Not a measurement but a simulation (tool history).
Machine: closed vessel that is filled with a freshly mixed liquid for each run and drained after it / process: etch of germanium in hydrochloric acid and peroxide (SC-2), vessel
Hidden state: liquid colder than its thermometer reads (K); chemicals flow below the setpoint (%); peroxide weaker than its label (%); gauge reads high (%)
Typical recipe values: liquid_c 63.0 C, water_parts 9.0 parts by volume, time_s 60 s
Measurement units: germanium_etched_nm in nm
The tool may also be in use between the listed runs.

run	hour	liquid_c	water_parts	time_s	wafers since the last listed run	hours since the thermometer was replaced	hours since the chemicals flow meter was replaced	hours since the drum of peroxide was connected	hours since the gauge calibration	read-back film thickness of the germanium reference wafer, read on the same gauge (nm)	germanium_etched_nm
1	0.0	63.0	7.5	60	0	1425.5	1912.2	222.9	76.1	69.98	240.73
2	6.9	63.0	7.5	60	952	1432.4	1919.1	229.8	83.0	70.02	239.24
3	16.9	65.0	9.0	60	1380	1442.4	1929.1	239.8	93.0	70.01	250.00
4	24.9	65.0	9.0	60	1104	1450.4	1937.1	247.8	101.0	69.98	250.57
5	78.9	67.0	9.0	60	7456	1504.4	1991.1	301.8	155.0	70.02	264.44
6	93.1	63.0	12.5	60	1960	1518.6	2005.3	316.0	169.2	70.03	225.77
# hour 98.9: chemicals flow meter replaced
7	101.5	63.0	12.5	60	1021	1527.0	2.6	324.4	177.6	70.03	225.22
8	115.3	63.0	12.5	60	1905	1540.8	16.4	338.2	191.4	70.01	226.70
9	130.0	63.0	10.0	60	2029	1555.5	31.1	352.9	206.1	69.99	232.18
10	146.9	63.0	10.0	60	2333	1572.4	48.0	369.8	223.0	70.03	232.38
11	153.4	63.0	9.0	60	897	1578.9	54.5	376.3	229.5	70.03	234.85
12	161.7	63.0	9.0	60	1146	1587.2	62.8	384.6	237.8	70.00	235.36
13	171.5	63.0	9.0	60	1353	1597.0	72.6	394.4	247.6	69.98	233.47
14	177.9	54.5	6.0	60	883	1603.4	79.0	400.8	254.0	70.03	184.71

Run 15 comes next. What will it give?
15	186.1	54.0	6.0	60	1132	1611.6	87.2	409.0	262.2	?	?

Run 15 produced read-back film thickness of the germanium reference wafer, read on the same gauge (nm) 69.97, germanium_etched_nm 182.82 nm.
On a tool with no hidden condition, and with the same random variation, this run would have come out at germanium_etched_nm 197.53 nm.
